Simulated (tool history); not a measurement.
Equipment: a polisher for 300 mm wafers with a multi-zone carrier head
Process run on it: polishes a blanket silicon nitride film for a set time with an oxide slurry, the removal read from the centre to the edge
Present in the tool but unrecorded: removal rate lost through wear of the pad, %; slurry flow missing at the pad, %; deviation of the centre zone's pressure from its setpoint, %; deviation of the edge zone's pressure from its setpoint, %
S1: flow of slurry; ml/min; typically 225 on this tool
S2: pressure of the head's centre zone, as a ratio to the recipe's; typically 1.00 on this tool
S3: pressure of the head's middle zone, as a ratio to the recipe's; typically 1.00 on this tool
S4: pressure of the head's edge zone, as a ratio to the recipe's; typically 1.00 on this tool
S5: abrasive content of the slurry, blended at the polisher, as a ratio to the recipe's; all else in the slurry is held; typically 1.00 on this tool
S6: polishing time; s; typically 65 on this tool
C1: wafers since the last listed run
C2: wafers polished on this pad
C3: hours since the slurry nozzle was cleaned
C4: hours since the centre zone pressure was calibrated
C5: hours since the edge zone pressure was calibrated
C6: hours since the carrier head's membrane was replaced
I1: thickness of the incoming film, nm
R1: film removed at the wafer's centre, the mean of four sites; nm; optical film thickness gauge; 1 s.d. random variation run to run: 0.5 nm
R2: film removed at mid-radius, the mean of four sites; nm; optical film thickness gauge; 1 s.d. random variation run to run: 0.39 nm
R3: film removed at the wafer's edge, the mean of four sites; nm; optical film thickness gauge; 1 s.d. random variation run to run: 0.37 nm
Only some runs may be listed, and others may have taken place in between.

run	day	S1	S2	S3	S4	S5	S6	C1	C2	C3	C4	C5	C6	I1	R1	R2	R3
1	0.000	225	1.00	1.00	1.00	1.00	65	0	1096	236.1	870.2	866.0	1368.9	365.3	37.6	36.2	37.0
2	1.333	225	1.00	1.00	1.00	1.00	65	270	1366	268.1	902.2	898.0	1400.9	361.8	36.9	36.0	36.5
# day 3.788: worn pad replaced by a new one
3	4.300	225	1.00	1.00	1.00	1.00	65	567	104	339.3	973.4	969.2	1472.1	359.4	37.3	35.4	36.6
# day 5.788: slurry nozzle cleaned
4	6.958	250	1.00	1.00	1.00	1.00	65	530	635	28.1	1037.2	1033.0	1535.9	356.6	35.3	33.1	35.1
5	9.283	225	1.00	1.00	1.00	1.20	65	471	1106	83.9	1093.0	1088.8	1591.7	362.3	36.0	34.7	36.1
# day 11.150: carrier head's membrane replaced by a new one
6	12.275	225	1.00	0.92	1.00	1.00	65	564	1671	155.7	1164.8	1160.6	27.0	361.9	33.4	29.9	33.7
7	13.754	225	1.00	0.92	1.00	1.00	65	300	1971	191.2	1200.3	1196.1	62.5	352.4	32.6	29.9	33.6
# day 14.092: edge zone pressure recalibrated
# day 14.200: slurry nozzle cleaned, repeated, since the last time left the tool worse
# day 14.800: worn pad replaced by a new one
8	15.638	225	1.00	0.92	1.00	1.00	65	322	170	34.5	1245.5	37.1	107.7	363.3	38.9	34.1	37.1
9	16.967	225	1.00	1.00	1.00	1.00	65	269	439	66.4	1277.4	69.0	139.6	359.2	38.7	36.4	37.4
# day 19.296: centre zone pressure recalibrated
10	19.317	250	1.00	1.00	1.00	1.00	65	459	899	122.8	0.5	125.4	196.0	363.3	38.9	36.5	38.1
11	26.183	225	1.00	1.04	1.00	1.00	65	1392	2292	287.6	165.3	290.2	360.8	360.5	37.1	37.3	36.5
# day 26.562: worn pad replaced by a new one
12	28.754	225	1.00	1.00	1.00	1.15	65	487	444	349.3	227.0	351.9	422.5	362.0	38.7	36.9	38.0
13	31.292	225	0.90	1.00	1.00	0.90	65	514	958	410.2	287.9	412.8	483.4	355.6	32.3	35.1	35.2
# day 31.729: slurry nozzle cleaned
14	33.046	225	1.00	0.89	1.00	0.85	65	347	1306	31.6	330.0	454.9	525.5	365.4	36.0	32.1	35.9
15	34.075	225	1.00	1.06	0.92	0.75	65	208	1515	56.3	354.7	479.6	550.2	358.0	35.4	34.8	33.1
# day 35.829: worn pad replaced by a new one
16	37.017	200	1.00	1.00	1.00	1.00	65	562	241	126.9	425.3	550.2	620.8	354.9	37.0	35.0	35.8
17	38.092	225	1.08	1.00	1.00	1.00	65	218	459	152.7	451.1	576.0	646.6	364.4	40.7	36.1	37.1
18	39.546	155	1.00	1.00	0.95	0.85	65	294	754	187.6	486.0	610.9	681.5	362.8	32.8	32.5	32.8
19	40.833	225	1.00	1.00	1.00	1.00	65	261	1015	218.5	516.9	641.8	712.4	366.1	36.9	36.1	36.5
20	42.483	225	1.00	1.00	1.00	1.25	65	334	1350	258.1	556.5	681.4	752.0	363.2	39.9	38.0	40.1
21	44.054	225	1.00	1.00	1.00	1.00	65	318	1668	295.8	594.2	719.1	789.7	360.3	37.9	35.6	36.5

Selected run-to-run steps in R1, each split into two signed amounts: the part the tool would show with no hidden state at all (from settings, incoming material and random variation), and the remainder, which goes to the hidden state together with any gauge scatter not common to the measured and the hidden-state-free results:
Run 3 -> 4: S1 225 -> 250, slurry nozzle cleaned. R1 -2.0 nm: hidden state -2.6, all else +0.6.
Run 7 -> 8: edge zone pressure recalibrated, slurry nozzle cleaned, repeated, since the last time left the tool worse, worn pad replaced by a new one. R1 +6.3 nm: hidden state +5.9, all else +0.4.
Run 12 -> 13: S2 1.00 -> 0.90, S5 1.15 -> 0.90. R1 -6.4 nm: hidden state +0.0, all else -6.4.
Run 17 -> 18: S1 225 -> 155, S2 1.08 -> 1.00, S4 1.00 -> 0.95, S5 1.00 -> 0.85. R1 -7.9 nm: hidden state -0.3, all else -7.6.
